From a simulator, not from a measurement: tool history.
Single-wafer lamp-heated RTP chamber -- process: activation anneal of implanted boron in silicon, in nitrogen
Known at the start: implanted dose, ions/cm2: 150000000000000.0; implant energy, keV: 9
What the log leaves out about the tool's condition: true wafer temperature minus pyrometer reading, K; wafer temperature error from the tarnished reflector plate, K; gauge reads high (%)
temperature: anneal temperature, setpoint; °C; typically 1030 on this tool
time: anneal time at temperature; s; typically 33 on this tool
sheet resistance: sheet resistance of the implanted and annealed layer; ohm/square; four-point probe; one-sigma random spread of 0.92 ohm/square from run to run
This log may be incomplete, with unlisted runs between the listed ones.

| run | day | temperature | time | wafers since the last listed run | wafers since the last pyrometer calibration | wafers since the reflector plate was cleaned | hours since the gauge calibration | read-back reference wafer on the same gauge, sheet resistance | sheet resistance |
|---|---|---|---|---|---|---|---|---|---|
| 1 | 0 | 1030 | 33 | 0 | 2461 | 10365 | 1162.3 | 506.86 | 606.07 |
| 2 | 1.829 | 1030 | 33 | 371 | 2833 | 10737 | 1206.2 | 506.78 | 609.31 |
|  | 3.817 | pyrometer window cleaned and pyrometer calibrated |
|  | 5.462 | reflector plate cleaned |
| 3 | 5.688 | 1030 | 33 | 648 | 312 | 45 | 1298.8 | 506.4 | 608.22 |
| 4 | 9.588 | 1013 | 33 | 792 | 1105 | 838 | 1392.4 | 505.64 | 608.51 |
| 5 | 13.754 | 1013 | 33 | 846 | 1951 | 1684 | 1492.4 | 505.6 | 607.09 |
| 6 | 16.838 | 1041 | 33 | 626 | 2578 | 2311 | 1566.4 | 504.95 | 605.45 |
| 7 | 20.438 | 1041 | 33 | 731 | 3309 | 3042 | 1652.8 | 504.77 | 603.95 |
|  | 22.05 | pyrometer window cleaned and pyrometer calibrated |
| 8 | 24.121 | 1030 | 33 | 680 | 420 | 3723 | 1741.2 | 504.22 | 604.09 |
| 9 | 27.183 | 1030 | 33 | 622 | 1043 | 4345 | 1814.7 | 503.8 | 605.07 |
| 10 | 29.946 | 1030 | 33 | 561 | 1604 | 4907 | 1881 | 503.56 | 606.05 |
|  | 30.104 | gauge calibrated |
| 11 | 33.088 | 1030 | 33 | 638 | 2242 | 5545 | 71.6 | 511.53 | 615.13 |
| 12 | 36.888 | 1030 | 33 | 772 | 3014 | 6317 | 162.8 | 511.18 | 615.18 |
|  | 38.038 | pyrometer window cleaned and pyrometer calibrated |
| 13 | 41.271 | 1030 | 33 | 822 | 657 | 7140 | 268 | 510.76 | 613.2 |
| 14 | 44.988 | 1030 | 33 | 755 | 1412 | 7896 | 357.2 | 510.28 | 611.18 |
| 15 | 49.008 | 1053 | 51 | 817 | 2229 | 8713 | 453.7 | 510 | 606.88 |
| 16 | 51.225 | 1052 | 39 | 450 | 2679 | 9163 | 506.9 | 509.31 | 608.35 |
|  | 54.633 | pyrometer window cleaned and pyrometer calibrated |
| 17 | 56.7 | 1041 | 33 | 1044 | 420 | 10208 | 638.3 | 509.06 | 609.28 |
| 18 | 59.5 | 1038 | 17 | 568 | 989 | 10777 | 705.5 | 508.29 | 613.54 |
|  | 61.779 | reflector plate cleaned |
| 19 | 62.896 | 1048 | 47 | 622 | 1611 | 227 | 787 | 508.41 | 606.22 |
| 20 | 66.488 | 1013 | 33 | 729 | 2341 | 956 | 873.2 | 507.98 | 611.43 |
| 21 | 68.975 | 1007 | 21 | 505 | 2846 | 1462 | 932.9 | 507.41 | 613.45 |
| 22 | 71.608 | 1013 | 51 | 535 | 3381 | 1997 | 996.1 | 507.08 | 609.18 |
|  | 72.342 | pyrometer window cleaned and pyrometer calibrated |
| 23 | 74.7 | 1018 | 33 | 560 | 479 | 2557 | 1070.3 | 506.47 | 609.48 |
| 24 | 77.05 | 1030 | 33 | 477 | 956 | 3035 | 1126.7 | 506.63 | 608.83 |
| 25 | 78.779 | 1030 | 33 | 351 | 1308 | 3386 | 1168.2 | 506.54 | 607.1 |
| 26 | 82.804 | 1055 | 33 | 817 | 2125 | 4204 | 1264.8 | 506.04 | 604.66 |
| 27 | 86.808 | 1012 | 27 | 813 | 2939 | 5018 | 1360.9 | 505.33 | 608.18 |

Alternative continuations, all from the tool just after run 27; predict every row:
| A | 86.825 | 1030 | 19 | 3 | 2942 | 5021 | 1361.3 | ? | ? |
| B | 86.825 | 1053 | 26 | 3 | 2942 | 5021 | 1361.3 | ? | ? |
| C | 86.825 | 1008 | 27 | 3 | 2942 | 5021 | 1361.3 | ? | ? |
| D | 86.825 | 1038 | 44 | 3 | 2942 | 5021 | 1361.3 | ? | ? |

| run | read-back reference wafer on the same gauge, sheet resistance | sheet resistance |
|---|---|---|
| A | 505.39 | 608.35 |
| B | 505.39 | 605.65 |
| C | 505.39 | 609.22 |
| D | 505.39 | 603.71 |
With no hidden state in the tool, these same runs would have given:
| run | sheet resistance |
|---|---|
| A | 616.17 |
| B | 613.44 |
| C | 617.06 |
| D | 611.48 |
